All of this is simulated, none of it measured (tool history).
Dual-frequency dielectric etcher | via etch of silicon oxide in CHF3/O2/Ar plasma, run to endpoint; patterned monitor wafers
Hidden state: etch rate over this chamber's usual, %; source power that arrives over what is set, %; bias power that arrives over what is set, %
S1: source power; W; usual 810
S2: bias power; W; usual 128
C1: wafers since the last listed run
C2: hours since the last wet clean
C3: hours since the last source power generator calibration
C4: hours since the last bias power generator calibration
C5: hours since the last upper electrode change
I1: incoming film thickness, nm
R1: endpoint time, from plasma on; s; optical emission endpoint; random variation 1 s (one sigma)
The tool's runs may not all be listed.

run    hour   S1   S2   C1     C2      C3      C4      C5     I1     R1
  1     0.0  810  107    0  605.1  3049.0  4049.7  2439.9  553.4  258.8
       54.6  -- wet clean of the chamber
  2    55.1  810  128  133    0.5  3104.1  4104.8  2495.0  551.0  252.2
  3    77.6  810  128   96   23.0  3126.6  4127.3  2517.5  555.2  255.1
  4   106.4  810  128  123   51.8  3155.4  4156.1  2546.3  552.3  251.8
  5   162.7  810  128  241  108.1  3211.7  4212.4  2602.6  556.1  251.7
  6   190.3  810  128  118  135.7  3239.3  4240.0  2630.2  555.3  253.3
  7   254.7  810  128  276  200.1  3303.7  4304.4  2694.6  553.0  248.2
  8   310.2  810  128  238  255.6  3359.2  4359.9  2750.1  561.0  252.0
  9   353.2  810  128  184  298.6  3402.2  4402.9  2793.1  552.1  245.6
 10   418.8  810  128  281  364.2  3467.8  4468.5  2858.7  561.2  248.8
 11   477.3  810  128  251  422.7  3526.3  4527.0  2917.2  549.4  243.4
 12   543.9  810  128  285  489.3  3592.9  4593.6  2983.8  552.9  240.9
 13   612.1  810  128  292  557.5  3661.1  4661.8  3052.0  558.2  245.0
 14   661.7  810  128  212  607.1  3710.7  4711.4  3101.6  552.8  239.3
      697.0  -- wet clean of the chamber
 15   717.5  810  128  136   20.5  3766.5  4767.2  3157.4  552.1  250.9
 16   837.8  810  128  516  140.8  3886.8  4887.5  3277.7  553.4  245.4
      881.3  -- source power generator calibrated
 17   888.4  810  128  200  191.4     7.1  4938.1  3328.3  557.6  246.6
      934.3  -- bias power generator calibrated
 18   948.8  810  128  242  251.8    67.5    14.5  3388.7  555.7  244.8
 19   981.2  810  157  139  284.2    99.9    46.9  3421.1  555.9  222.7
     1046.7  -- upper electrode replaced, of another model than before
 20  1047.8  900  150  182  350.8   166.5   113.5     1.1  551.2  225.2
 21  1094.6  660  107  200  397.6   213.3   160.3    47.9  558.0  270.1
 22  1133.2  690  128  165  436.2   251.9   198.9    86.5  555.8  251.5
 23  1196.9  960  158  273  499.9   315.6   262.6   150.2  554.5  215.3
 24  1241.8  750  144  192  544.8   360.5   307.5   195.1  557.9  236.7
     1279.9  -- wet clean of the chamber
 25  1289.7  880  136  102    9.8   408.4   355.4   243.0  553.0  241.1
 26  1361.4  810  128  307   81.5   480.1   427.1   314.7  555.2  252.5
 27  1416.9  890   97  238  137.0   535.6   482.6   370.2  553.4  262.0
 28  1461.2  810  128  190  181.3   579.9   526.9   414.5  554.8  248.9
 29  1525.1  880  115  274  245.2   643.8   590.8   478.4  554.4  246.7
 30  1556.2  810  128  133  276.3   674.9   621.9   509.5  557.2  247.1
 31  1618.9  660  115  269  339.0   737.6   684.6   572.2  554.9  264.6

4 ways to go on from here, each from the tool as it stands after run 31. What would each give?
  A  1619.4   810  128   2  339.5  738.1  685.1  572.7  553.3   ?
  B  1619.4   700  107   2  339.5  738.1  685.1  572.7  553.3   ?
  C  1619.4  1010  128   2  339.5  738.1  685.1  572.7  553.3   ?
  D  1619.4   670  147   2  339.5  738.1  685.1  572.7  553.3   ?

run     R1
  A  242.9
  B  264.4
  C  229.0
  D  244.7
Without the tool's hidden state the same runs would have given:
run     R1
  A  249.0
  B  271.1
  C  234.8
  D  250.8

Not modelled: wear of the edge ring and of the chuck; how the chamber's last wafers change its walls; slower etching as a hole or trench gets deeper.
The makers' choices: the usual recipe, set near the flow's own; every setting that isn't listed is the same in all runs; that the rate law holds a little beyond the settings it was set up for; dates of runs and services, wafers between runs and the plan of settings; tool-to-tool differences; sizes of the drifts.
